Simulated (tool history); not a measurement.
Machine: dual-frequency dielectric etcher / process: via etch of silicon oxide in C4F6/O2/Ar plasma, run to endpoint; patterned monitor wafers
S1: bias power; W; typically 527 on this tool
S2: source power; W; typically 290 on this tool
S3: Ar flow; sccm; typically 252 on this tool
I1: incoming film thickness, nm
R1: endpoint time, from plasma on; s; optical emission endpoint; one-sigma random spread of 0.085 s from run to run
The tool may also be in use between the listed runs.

run,hour,S1,S2,S3,I1,R1
1,0,527,290,252,96.2,24.5
# hour 71.8: wet clean of the chamber
2,107.6,527,290,252,95.1,23.5
3,162.4,560,290,268,96.5,23.3
4,262,527,290,252,95,23.8
5,341.9,527,290,252,95,23.9
# hour 376.8: bias power generator calibrated
6,417,527,290,252,95.5,23.3
# hour 495.1: upper electrode replaced
7,495.6,527,290,252,95,23.4
8,519.5,527,290,252,94.2,23.3
9,623.7,527,290,252,94.6,23.4
# hour 717.7: source power generator calibrated
10,731.5,527,290,252,94.8,23.9
# hour 782.9: wet clean of the chamber
11,956.5,624,320,309,94,20.3
12,1030.2,423,290,252,96.4,27.1
13,1083.3,527,290,252,95.4,23.4
14,1148.1,413,290,252,95.9,27.6
15,1188.6,527,290,252,95.7,23.6
16,1279.8,527,260,252,95.2,24.8
17,1328.1,636,250,252,96.2,23
18,1379.3,527,290,271,95.4,24.1
19,1452.7,438,290,252,96,27.2
# hour 1497: wet clean of the chamber
20,1505.8,527,290,252,94.7,23.3
# hour 1520.9: Ar flow controller replaced
21,1610.3,527,330,270,95.6,22.4
22,1660.3,486,220,230,94.9,27.9
23,1725.1,527,230,297,95.3,27
24,1800.4,566,250,311,95.3,25
25,1893.8,527,290,252,95.2,23.8
26,1968.7,527,290,314,94.9,24.6
27,2052.8,636,250,252,95.2,23.1
28,2133.3,604,330,222,95.1,20.6
29,2183.2,527,290,275,95.5,24.7

What if the next run were any one of these 4? Each begins from the tool's condition after run 29:
A,2183.6,527,290,252,95.6,?
B,2183.6,423,270,197,95.6,?
C,2183.6,592,270,252,95.6,?
D,2183.6,527,320,252,95.6,?

run,R1
A,24.5
B,28.4
C,23.7
D,23.4
Had the tool no hidden state, the same runs would have come out as:
run,R1
A,23.2
B,26.8
C,22.3
D,22.1

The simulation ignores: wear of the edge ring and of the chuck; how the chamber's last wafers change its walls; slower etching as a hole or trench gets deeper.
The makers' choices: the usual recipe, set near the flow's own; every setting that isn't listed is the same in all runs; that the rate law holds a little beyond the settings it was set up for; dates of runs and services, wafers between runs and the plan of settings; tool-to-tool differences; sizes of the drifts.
